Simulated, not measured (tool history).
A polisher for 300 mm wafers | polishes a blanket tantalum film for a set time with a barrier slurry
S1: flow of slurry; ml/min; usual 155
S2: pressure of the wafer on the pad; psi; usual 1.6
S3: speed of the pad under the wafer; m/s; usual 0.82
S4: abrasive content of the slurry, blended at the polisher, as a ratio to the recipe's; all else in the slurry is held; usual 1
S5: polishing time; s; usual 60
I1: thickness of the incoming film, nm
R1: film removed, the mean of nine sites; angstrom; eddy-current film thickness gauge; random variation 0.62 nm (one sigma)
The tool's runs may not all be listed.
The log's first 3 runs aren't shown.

run	hour	S1	S2	S3	S4	S5	I1	R1
4	155.2	155	1.6	0.82	1	60	314.8	777
5	185.7	155	1.6	0.64	1	60	322	604
# hour 206.4: slurry nozzle cleaned
6	223.4	155	1.6	0.64	1	60	321.8	604
7	259.4	155	1.6	0.82	1	60	317.8	786
# hour 274.6: worn pad replaced by a new one
8	287.4	155	1.6	0.82	1	60	320.6	777
# hour 338.9: slurry blender recalibrated
9	355.8	155	1.6	0.82	1	60	319.7	786
10	411.8	155	1.6	0.82	1	60	314.9	794
11	480.1	155	2.1	0.82	1	55	320.1	930
12	514.2	155	1.6	0.82	1	60	318.3	778
13	553.9	155	1.6	0.82	0.85	60	325	740
# hour 574.4: head pressure recalibrated
14	586.6	155	1.6	0.82	1	76	324.9	988
# hour 606.5: slurry nozzle cleaned
# hour 610.9: worn pad replaced by a new one
15	616.9	155	1.6	0.82	0.8	45	322.7	554
# hour 636.8: slurry blender recalibrated
16	674	185	1.6	1.04	1.15	44	325.9	769
17	702.2	135	1.6	0.92	1	77	320.5	1106
18	740.2	155	1	0.82	1	60	325.7	482
19	795.6	155	1.2	0.82	1	60	322	589
20	835.9	195	1.6	0.82	1	60	322.1	803
21	889.9	115	1.1	0.82	0.85	60	315.3	497
# hour 927.5: slurry blender recalibrated
22	955.7	200	1.6	0.82	1	67	319.4	886
23	983.1	155	1.6	0.82	1.15	60	321.8	804
# hour 1001.4: worn pad replaced by a new one
24	1020.6	155	1.6	0.82	1	60	320	786
25	1064.3	155	1.2	1	0.9	74	317.6	851

The next listed run, before its measurement:
# hour 1103.8: slurry nozzle cleaned
26	1114.1	155	1.3	1.06	1	60	319.6	?

R1: 825 angstrom
Without the tool's hidden state the same run would have given R1 825 angstrom.
